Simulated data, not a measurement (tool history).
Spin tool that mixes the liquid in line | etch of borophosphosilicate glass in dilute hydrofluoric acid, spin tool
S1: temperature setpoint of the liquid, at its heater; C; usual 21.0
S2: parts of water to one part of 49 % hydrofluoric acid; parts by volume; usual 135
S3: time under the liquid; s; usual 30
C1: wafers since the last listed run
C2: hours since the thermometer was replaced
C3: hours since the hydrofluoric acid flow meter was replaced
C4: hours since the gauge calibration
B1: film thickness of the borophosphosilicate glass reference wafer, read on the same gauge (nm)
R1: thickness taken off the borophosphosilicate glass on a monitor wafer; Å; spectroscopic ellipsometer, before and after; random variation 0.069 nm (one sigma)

{"run": 1, "day": 0.0, "S1": 21.0, "S2": 135, "S3": 45, "C1": 0, "C2": 1641.1, "C3": 1387.6, "C4": 287.1, "B1": 100.02, "R1": 102.5}
{"run": 2, "day": 0.567, "S1": 21.0, "S2": 135, "S3": 45, "C1": 215, "C2": 1654.7, "C3": 1401.2, "C4": 300.7, "B1": 100.04, "R1": 101.3}
{"run": 3, "day": 3.875, "S1": 21.0, "S2": 135, "S3": 45, "C1": 1256, "C2": 1734.1, "C3": 1480.6, "C4": 380.1, "B1": 100.05, "R1": 100.1}
{"run": 4, "day": 5.196, "S1": 19.0, "S2": 135, "S3": 30, "C1": 501, "C2": 1765.8, "C3": 1512.3, "C4": 411.8, "B1": 100.0, "R1": 61.4}
{"run": 5, "day": 6.412, "S1": 19.0, "S2": 135, "S3": 30, "C1": 462, "C2": 1795.0, "C3": 1541.5, "C4": 441.0, "B1": 99.97, "R1": 61.0}
{"run": 6, "day": 7.658, "S1": 19.0, "S2": 135, "S3": 30, "C1": 473, "C2": 1824.9, "C3": 1571.4, "C4": 470.9, "B1": 100.0, "R1": 60.4}
{"run": 7, "day": 8.6, "S1": 21.0, "S2": 135, "S3": 30, "C1": 357, "C2": 1847.5, "C3": 1594.0, "C4": 493.5, "B1": 100.02, "R1": 66.3}
{"run": 8, "day": 9.146, "S1": 21.0, "S2": 135, "S3": 30, "C1": 207, "C2": 1860.6, "C3": 1607.1, "C4": 506.6, "B1": 100.05, "R1": 67.3}
{"run": 9, "day": 9.7, "S1": 19.5, "S2": 135, "S3": 30, "C1": 210, "C2": 1873.9, "C3": 1620.4, "C4": 519.9, "B1": 100.02, "R1": 63.0}
{"run": 10, "day": 10.625, "S1": 19.5, "S2": 135, "S3": 30, "C1": 351, "C2": 1896.1, "C3": 1642.6, "C4": 542.1, "B1": 100.01, "R1": 62.4}
{"run": 11, "day": 11.975, "S1": 19.0, "S2": 135, "S3": 25, "C1": 512, "C2": 1928.5, "C3": 1675.0, "C4": 574.5, "B1": 99.97, "R1": 50.3}
{"run": 12, "day": 12.508, "S1": 18.5, "S2": 170, "S3": 45, "C1": 202, "C2": 1941.3, "C3": 1687.8, "C4": 587.3, "B1": 100.02, "R1": 68.1}
{"run": 13, "day": 13.925, "S1": 21.0, "S2": 135, "S3": 35, "C1": 538, "C2": 1975.3, "C3": 1721.8, "C4": 621.3, "B1": 100.01, "R1": 76.6}
{"run": 14, "day": 15.238, "S1": 24.5, "S2": 135, "S3": 15, "C1": 498, "C2": 2006.8, "C3": 1753.3, "C4": 652.8, "B1": 100.01, "R1": 38.5}
{"run": 15, "day": 16.125, "S1": 19.5, "S2": 115, "S3": 30, "C1": 337, "C2": 2028.1, "C3": 1774.6, "C4": 674.1, "B1": 100.0, "R1": 74.5}
{"run": 16, "day": 17.075, "S1": 21.0, "S2": 135, "S3": 30, "C1": 360, "C2": 2050.9, "C3": 1797.4, "C4": 696.9, "B1": 100.02, "R1": 65.4}
{"run": 17, "day": 18.392, "S1": 21.0, "S2": 135, "S3": 30, "C1": 500, "C2": 2082.5, "C3": 1829.0, "C4": 728.5, "B1": 99.96, "R1": 65.7}
{"run": 18, "day": 19.612, "S1": 21.0, "S2": 135, "S3": 35, "C1": 463, "C2": 2111.8, "C3": 1858.3, "C4": 757.8, "B1": 100.03, "R1": 76.6}
{"day": 21.983, "done": "thermometer replaced"}
{"day": 22.125, "done": "gauge calibrated"}
{"run": 19, "day": 22.996, "S1": 21.0, "S2": 135, "S3": 20, "C1": 1269, "C2": 24.3, "C3": 1939.5, "C4": 20.9, "B1": 100.03, "R1": 43.1}
{"run": 20, "day": 26.675, "S1": 25.5, "S2": 180, "S3": 30, "C1": 1397, "C2": 112.6, "C3": 2027.8, "C4": 109.2, "B1": 99.99, "R1": 54.7}
{"day": 27.462, "done": "hydrofluoric acid flow meter replaced"}
{"run": 21, "day": 29.525, "S1": 19.0, "S2": 135, "S3": 30, "C1": 1066, "C2": 181.0, "C3": 49.5, "C4": 177.6, "B1": 100.03, "R1": 67.6}
{"run": 22, "day": 30.688, "S1": 21.0, "S2": 135, "S3": 30, "C1": 441, "C2": 208.9, "C3": 77.4, "C4": 205.5, "B1": 100.0, "R1": 73.0}
{"run": 23, "day": 31.354, "S1": 17.0, "S2": 175, "S3": 30, "C1": 253, "C2": 224.9, "C3": 93.4, "C4": 221.5, "B1": 100.05, "R1": 46.2}
{"run": 24, "day": 33.908, "S1": 24.0, "S2": 135, "S3": 15, "C1": 970, "C2": 286.2, "C3": 154.7, "C4": 282.8, "B1": 100.02, "R1": 41.0}
{"run": 25, "day": 34.933, "S1": 21.0, "S2": 80, "S3": 30, "C1": 389, "C2": 310.8, "C3": 179.3, "C4": 307.4, "B1": 99.95, "R1": 130.8}
{"run": 26, "day": 35.946, "S1": 17.0, "S2": 135, "S3": 30, "C1": 384, "C2": 335.1, "C3": 203.6, "C4": 331.7, "B1": 100.01, "R1": 61.5}
{"run": 27, "day": 36.992, "S1": 21.0, "S2": 135, "S3": 30, "C1": 397, "C2": 360.2, "C3": 228.7, "C4": 356.8, "B1": 99.99, "R1": 71.8}
{"run": 28, "day": 37.733, "S1": 22.5, "S2": 195, "S3": 15, "C1": 281, "C2": 378.0, "C3": 246.5, "C4": 374.6, "B1": 100.01, "R1": 24.5}
{"run": 29, "day": 39.104, "S1": 21.0, "S2": 95, "S3": 30, "C1": 520, "C2": 410.9, "C3": 279.4, "C4": 407.5, "B1": 100.03, "R1": 108.1}
{"run": 30, "day": 40.333, "S1": 23.5, "S2": 135, "S3": 30, "C1": 466, "C2": 440.4, "C3": 308.9, "C4": 437.0, "B1": 100.0, "R1": 79.2}
{"run": 31, "day": 40.921, "S1": 21.0, "S2": 135, "S3": 30, "C1": 223, "C2": 454.5, "C3": 323.0, "C4": 451.1, "B1": 99.99, "R1": 72.2}
{"run": 32, "day": 42.312, "S1": 17.5, "S2": 70, "S3": 30, "C1": 528, "C2": 487.9, "C3": 356.4, "C4": 484.5, "B1": 99.97, "R1": 130.9}

4 ways to go on from here, each from the tool as it stands after run 32. What would each give?
{"run": "A", "day": 42.329, "S1": 21.0, "S2": 135, "S3": 30, "C1": 6, "C2": 488.3, "C3": 356.8, "C4": 484.9, "B1": "?", "R1": "?"}
{"run": "B", "day": 42.329, "S1": 24.0, "S2": 85, "S3": 15, "C1": 6, "C2": 488.3, "C3": 356.8, "C4": 484.9, "B1": "?", "R1": "?"}
{"run": "C", "day": 42.329, "S1": 21.0, "S2": 90, "S3": 40, "C1": 6, "C2": 488.3, "C3": 356.8, "C4": 484.9, "B1": "?", "R1": "?"}
{"run": "D", "day": 42.329, "S1": 22.5, "S2": 135, "S3": 30, "C1": 6, "C2": 488.3, "C3": 356.8, "C4": 484.9, "B1": "?", "R1": "?"}

run=A B1=99.99 R1=73.1
run=B B1=99.99 R1=69.5
run=C B1=99.99 R1=154.0
run=D B1=99.99 R1=77.6
Without the tool's hidden state the same runs would have given:
run=A R1=75.1
run=B R1=71.3
run=C R1=158.0
run=D R1=79.7
